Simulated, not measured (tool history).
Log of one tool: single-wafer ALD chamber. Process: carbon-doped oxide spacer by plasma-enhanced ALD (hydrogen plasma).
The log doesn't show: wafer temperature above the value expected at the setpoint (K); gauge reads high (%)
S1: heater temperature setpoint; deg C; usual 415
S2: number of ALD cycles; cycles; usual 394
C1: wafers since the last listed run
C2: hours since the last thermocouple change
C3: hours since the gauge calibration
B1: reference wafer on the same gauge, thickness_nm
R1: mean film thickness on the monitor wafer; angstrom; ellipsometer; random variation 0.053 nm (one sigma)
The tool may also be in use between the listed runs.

{"run": 1, "day": 0.0, "S1": 415, "S2": 394, "C1": 0, "C2": 2066.8, "C3": 1032.6, "B1": 16.372, "R1": 197.37}
{"run": 2, "day": 3.175, "S1": 415, "S2": 394, "C1": 55, "C2": 2143, "C3": 1108.8, "B1": 16.398, "R1": 198.29}
{"run": 3, "day": 7.312, "S1": 415, "S2": 394, "C1": 72, "C2": 2242.3, "C3": 1208.1, "B1": 16.411, "R1": 197.34}
{"run": 4, "day": 10.275, "S1": 425, "S2": 394, "C1": 51, "C2": 2313.4, "C3": 1279.2, "B1": 16.415, "R1": 193.7}
{"run": 5, "day": 14.367, "S1": 415, "S2": 355, "C1": 71, "C2": 2411.6, "C3": 1377.4, "B1": 16.431, "R1": 179.39}
{"run": 6, "day": 15.883, "S1": 415, "S2": 355, "C1": 26, "C2": 2448, "C3": 1413.8, "B1": 16.425, "R1": 178.99}
{"run": 7, "day": 19.046, "S1": 415, "S2": 355, "C1": 55, "C2": 2523.9, "C3": 1489.7, "B1": 16.441, "R1": 179.07}
{"run": 8, "day": 21.2, "S1": 415, "S2": 394, "C1": 37, "C2": 2575.6, "C3": 1541.4, "B1": 16.453, "R1": 198.64}
{"run": 9, "day": 24.9, "S1": 415, "S2": 394, "C1": 64, "C2": 2664.4, "C3": 1630.2, "B1": 16.474, "R1": 198.98}
{"run": 10, "day": 29.304, "S1": 415, "S2": 394, "C1": 77, "C2": 2770.1, "C3": 1735.9, "B1": 16.497, "R1": 198.8}
{"day": 30.242, "done": "thermocouple changed; heater temperature recalibrated"}
{"run": 11, "day": 33.767, "S1": 415, "S2": 451, "C1": 72, "C2": 84.6, "C3": 1843, "B1": 16.508, "R1": 227.84}
{"run": 12, "day": 37.633, "S1": 415, "S2": 451, "C1": 67, "C2": 177.4, "C3": 1935.8, "B1": 16.523, "R1": 226.69}
{"run": 13, "day": 41.438, "S1": 415, "S2": 451, "C1": 66, "C2": 268.7, "C3": 2027.1, "B1": 16.54, "R1": 229.02}
{"day": 42.058, "done": "gauge calibrated"}
{"run": 14, "day": 44.554, "S1": 421, "S2": 439, "C1": 54, "C2": 343.5, "C3": 59.9, "B1": 16.215, "R1": 215.47}
{"run": 15, "day": 47.267, "S1": 415, "S2": 394, "C1": 47, "C2": 408.6, "C3": 125, "B1": 16.235, "R1": 195.21}
{"run": 16, "day": 50.433, "S1": 408, "S2": 343, "C1": 55, "C2": 484.6, "C3": 201, "B1": 16.237, "R1": 174.1}
{"run": 17, "day": 54.904, "S1": 424, "S2": 394, "C1": 78, "C2": 591.9, "C3": 308.3, "B1": 16.252, "R1": 191.06}
{"run": 18, "day": 59.188, "S1": 405, "S2": 465, "C1": 75, "C2": 694.7, "C3": 411.1, "B1": 16.275, "R1": 238.78}
{"run": 19, "day": 61.821, "S1": 403, "S2": 360, "C1": 46, "C2": 757.9, "C3": 474.3, "B1": 16.282, "R1": 185.64}
{"run": 20, "day": 65.254, "S1": 404, "S2": 451, "C1": 60, "C2": 840.3, "C3": 556.7, "B1": 16.292, "R1": 231.41}
{"run": 21, "day": 69.175, "S1": 415, "S2": 394, "C1": 68, "C2": 934.4, "C3": 650.8, "B1": 16.303, "R1": 195.81}
{"run": 22, "day": 71.838, "S1": 420, "S2": 348, "C1": 46, "C2": 998.3, "C3": 714.7, "B1": 16.327, "R1": 170.51}
{"run": 23, "day": 80.696, "S1": 429, "S2": 367, "C1": 155, "C2": 1210.9, "C3": 927.3, "B1": 16.359, "R1": 177.23}
{"run": 24, "day": 84.688, "S1": 426, "S2": 394, "C1": 69, "C2": 1306.7, "C3": 1023.1, "B1": 16.375, "R1": 190.72}
{"run": 25, "day": 88.133, "S1": 422, "S2": 326, "C1": 60, "C2": 1389.4, "C3": 1105.8, "B1": 16.393, "R1": 160.08}
{"run": 26, "day": 92.883, "S1": 415, "S2": 394, "C1": 83, "C2": 1503.4, "C3": 1219.8, "B1": 16.405, "R1": 197.21}
{"run": 27, "day": 95.55, "S1": 427, "S2": 322, "C1": 46, "C2": 1567.4, "C3": 1283.8, "B1": 16.422, "R1": 156.45}

5 ways to go on from here, each from the tool as it stands after run 27. What would each give?
{"run": "A", "day": 95.592, "S1": 415, "S2": 466, "C1": 0, "C2": 1568.4, "C3": 1284.8, "B1": "?", "R1": "?"}
{"run": "B", "day": 95.592, "S1": 404, "S2": 394, "C1": 0, "C2": 1568.4, "C3": 1284.8, "B1": "?", "R1": "?"}
{"run": "C", "day": 95.592, "S1": 427, "S2": 437, "C1": 0, "C2": 1568.4, "C3": 1284.8, "B1": "?", "R1": "?"}
{"run": "D", "day": 95.592, "S1": 405, "S2": 416, "C1": 0, "C2": 1568.4, "C3": 1284.8, "B1": "?", "R1": "?"}
{"run": "E", "day": 95.592, "S1": 430, "S2": 394, "C1": 0, "C2": 1568.4, "C3": 1284.8, "B1": "?", "R1": "?"}

run=A B1=16.416 R1=234.8
run=B B1=16.416 R1=204.56
run=C B1=16.416 R1=212.89
run=D B1=16.416 R1=215.4
run=E B1=16.416 R1=190.29
Without the tool's hidden state the same runs would have given:
run=A R1=231.68
run=B R1=201.84
run=C R1=210.05
run=D R1=212.54
run=E R1=187.76

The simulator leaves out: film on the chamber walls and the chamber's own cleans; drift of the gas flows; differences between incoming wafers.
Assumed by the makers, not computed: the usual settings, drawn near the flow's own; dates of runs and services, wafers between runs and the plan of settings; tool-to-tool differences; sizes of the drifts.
